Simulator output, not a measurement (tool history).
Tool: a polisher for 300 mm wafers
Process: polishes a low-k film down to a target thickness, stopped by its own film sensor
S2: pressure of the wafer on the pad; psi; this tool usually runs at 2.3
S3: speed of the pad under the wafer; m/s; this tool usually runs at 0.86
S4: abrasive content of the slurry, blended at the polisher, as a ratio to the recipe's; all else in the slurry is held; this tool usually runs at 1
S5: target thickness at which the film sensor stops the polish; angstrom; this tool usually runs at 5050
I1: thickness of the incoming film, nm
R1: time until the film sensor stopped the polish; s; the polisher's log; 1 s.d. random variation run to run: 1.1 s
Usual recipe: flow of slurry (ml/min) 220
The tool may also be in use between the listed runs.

{"run": 1, "hour": 0.0, "flow of slurry (ml/min)": 220, "S2": 2.3, "S3": 0.86, "S4": 1, "S5": 4990, "I1": 548.9, "R1": 96.2}
{"hour": 14.5, "done": "slurry blender recalibrated"}
{"run": 2, "hour": 70.4, "flow of slurry (ml/min)": 220, "S2": 2.3, "S3": 0.86, "S4": 1, "S5": 5050, "I1": 545.5, "R1": 77.9}
{"run": 3, "hour": 94.5, "flow of slurry (ml/min)": 220, "S2": 2.3, "S3": 0.86, "S4": 1, "S5": 5050, "I1": 558.4, "R1": 101}
{"hour": 119.7, "done": "worn pad replaced by a new one"}
{"run": 4, "hour": 131.8, "flow of slurry (ml/min)": 220, "S2": 2.3, "S3": 0.86, "S4": 1, "S5": 5050, "I1": 548.7, "R1": 85.3}
{"hour": 169.0, "done": "conditioning disc replaced and pad reconditioned"}
{"run": 5, "hour": 184.6, "flow of slurry (ml/min)": 220, "S2": 2.3, "S3": 0.86, "S4": 1, "S5": 5050, "I1": 547.8, "R1": 84.5}
{"run": 6, "hour": 235.8, "flow of slurry (ml/min)": 220, "S2": 2.3, "S3": 0.86, "S4": 1, "S5": 5050, "I1": 544.9, "R1": 79.2}
{"run": 7, "hour": 282.9, "flow of slurry (ml/min)": 220, "S2": 2.3, "S3": 0.86, "S4": 1, "S5": 5050, "I1": 551.2, "R1": 93.6}
{"hour": 306.1, "done": "worn pad replaced by a new one"}
{"hour": 326.8, "done": "conditioning disc replaced and pad reconditioned"}
{"run": 8, "hour": 332.7, "flow of slurry (ml/min)": 220, "S2": 2.3, "S3": 0.86, "S4": 1, "S5": 5170, "I1": 544.2, "R1": 54.5}
{"run": 9, "hour": 366.9, "flow of slurry (ml/min)": 220, "S2": 2.3, "S3": 0.86, "S4": 1, "S5": 5050, "I1": 548.4, "R1": 88.6}
{"run": 10, "hour": 409.8, "flow of slurry (ml/min)": 280, "S2": 2.7, "S3": 0.86, "S4": 1, "S5": 5050, "I1": 540.4, "R1": 58.4}
{"hour": 436.6, "done": "slurry blender recalibrated"}
{"hour": 458.6, "done": "worn pad replaced by a new one"}
{"run": 11, "hour": 481.3, "flow of slurry (ml/min)": 220, "S2": 2.3, "S3": 0.86, "S4": 1, "S5": 4990, "I1": 550, "R1": 104.2}
{"hour": 484.0, "done": "slurry nozzle cleaned"}
{"hour": 511.5, "done": "conditioning disc replaced and pad reconditioned"}
{"run": 12, "hour": 512.0, "flow of slurry (ml/min)": 220, "S2": 2.3, "S3": 0.86, "S4": 0.75, "S5": 5050, "I1": 561.8, "R1": 120.6}
{"run": 13, "hour": 571.8, "flow of slurry (ml/min)": 220, "S2": 2.8, "S3": 0.86, "S4": 1.15, "S5": 5050, "I1": 544.1, "R1": 56.5}
{"run": 14, "hour": 601.6, "flow of slurry (ml/min)": 220, "S2": 2.3, "S3": 0.86, "S4": 1.1, "S5": 5050, "I1": 551.2, "R1": 84}
{"hour": 633.8, "done": "worn pad replaced by a new one, of another model than before"}
{"run": 15, "hour": 649.0, "flow of slurry (ml/min)": 290, "S2": 2.5, "S3": 0.86, "S4": 1, "S5": 4950, "I1": 544.9, "R1": 82.4}
{"hour": 671.6, "done": "conditioning disc replaced and pad reconditioned"}
{"hour": 698.7, "done": "head pressure recalibrated"}
{"hour": 769.0, "done": "slurry blender recalibrated"}
{"hour": 804.3, "done": "worn pad replaced by a new one"}
{"run": 16, "hour": 842.0, "flow of slurry (ml/min)": 280, "S2": 2.3, "S3": 0.86, "S4": 1, "S5": 4960, "I1": 552, "R1": 104.6}
{"hour": 866.2, "done": "conditioning disc replaced and pad reconditioned"}
{"run": 17, "hour": 875.1, "flow of slurry (ml/min)": 220, "S2": 2.7, "S3": 0.86, "S4": 0.75, "S5": 4900, "I1": 554.1, "R1": 125.2}

Measured result minus the same run's result without the hidden state. Both carry the same run-to-run variation, though not necessarily the same gauge scatter:
Hidden conditions of the tool in this case: removal rate lost through wear of the pad, %; slurry flow missing at the pad, %; deviation of the head's pressure from its setpoint, %; abrasive missing from the slurry, %; time polished since the conditioner stopped cutting, s.
run=1 R1=+3
run=2 R1=+3.1
run=3 R1=+4.2
run=4 R1=+4
run=5 R1=+4.6
run=6 R1=+4.8
run=7 R1=+6.4
run=8 R1=+4.1
run=9 R1=+7.3
run=10 R1=+4.2
run=11 R1=+11
run=12 R1=+0.9
run=13 R1=+0.7
run=14 R1=+1.2
run=15 R1=+1.4
run=16 R1=+4.2
run=17 R1=+7.4
